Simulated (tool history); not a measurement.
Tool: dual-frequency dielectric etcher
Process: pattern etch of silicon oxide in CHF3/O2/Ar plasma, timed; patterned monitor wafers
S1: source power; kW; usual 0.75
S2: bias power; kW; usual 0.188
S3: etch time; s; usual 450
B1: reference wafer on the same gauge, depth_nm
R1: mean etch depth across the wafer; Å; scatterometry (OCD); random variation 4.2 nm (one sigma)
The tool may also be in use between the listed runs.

run	hour	S1	S2	S3	B1	R1
1	0	0.75	0.188	450	996.2	8292
2	52.2	0.75	0.188	450	998.2	8402
3	118.1	0.75	0.188	450	995.7	8355
4	217.3	0.75	0.188	450	996.9	8448
5	320.6	0.75	0.188	450	995.4	8482
6	361.8	0.75	0.188	450	997.6	8428
7	449.9	0.75	0.188	450	996.2	8530
# hour 566.1: wet clean of the chamber
8	736.6	0.82	0.188	560.5	998.4	10878
9	796.1	0.75	0.166	370	995.2	6751
# hour 813: bias power generator calibrated
10	870.5	0.69	0.188	578.5	995.9	10553
11	950.7	0.86	0.188	450	994.1	9023
12	1039.5	0.93	0.173	401.5	996.6	8144
13	1096.7	0.75	0.188	450	996.2	8593
# hour 1161.5: gauge calibrated
14	1176.8	0.75	0.229	358.5	996.4	7294
# hour 1236.5: wet clean of the chamber
15	1266	0.75	0.2	500	996.5	9383
16	1330.3	0.75	0.188	450	997.6	8305
17	1409.3	0.83	0.235	581.5	995.2	12042
# hour 1440.5: upper electrode replaced
18	1514.4	0.75	0.188	537	995.2	10112
19	1569.1	0.75	0.188	450	995.7	8436
20	1628.8	0.75	0.188	450	994.3	8449
21	1719.4	0.8	0.211	397	996.4	7990
22	1755.9	0.86	0.188	450	997.9	8993
23	1824.5	0.75	0.188	450	995.2	8503
24	1897.9	0.57	0.204	512.5	995	8964
25	1951.4	0.75	0.188	450	994.1	8613
# hour 2017.1: wet clean of the chamber
26	2054.9	0.86	0.174	583.5	995.9	11023
27	2122.9	0.75	0.188	450	996.9	8265
# hour 2159: bias power generator calibrated
28	2207.2	0.89	0.215	548.5	994	11347
29	2298.7	0.75	0.188	335	997.7	6211

Forecast each of these 5 alternatives for the next run:
A	2299.2	0.75	0.188	450	?	?
B	2299.2	0.87	0.208	410	?	?
C	2299.2	0.84	0.188	450	?	?
D	2299.2	0.75	0.188	580	?	?
E	2299.2	0.58	0.202	414.5	?	?

run	B1	R1
A	996	8426
B	996	8390
C	996	8813
D	996	10860
E	996	7161
Without the tool's hidden state the same runs would have given:
run	R1
A	8345
B	8310
C	8729
D	10756
E	7092
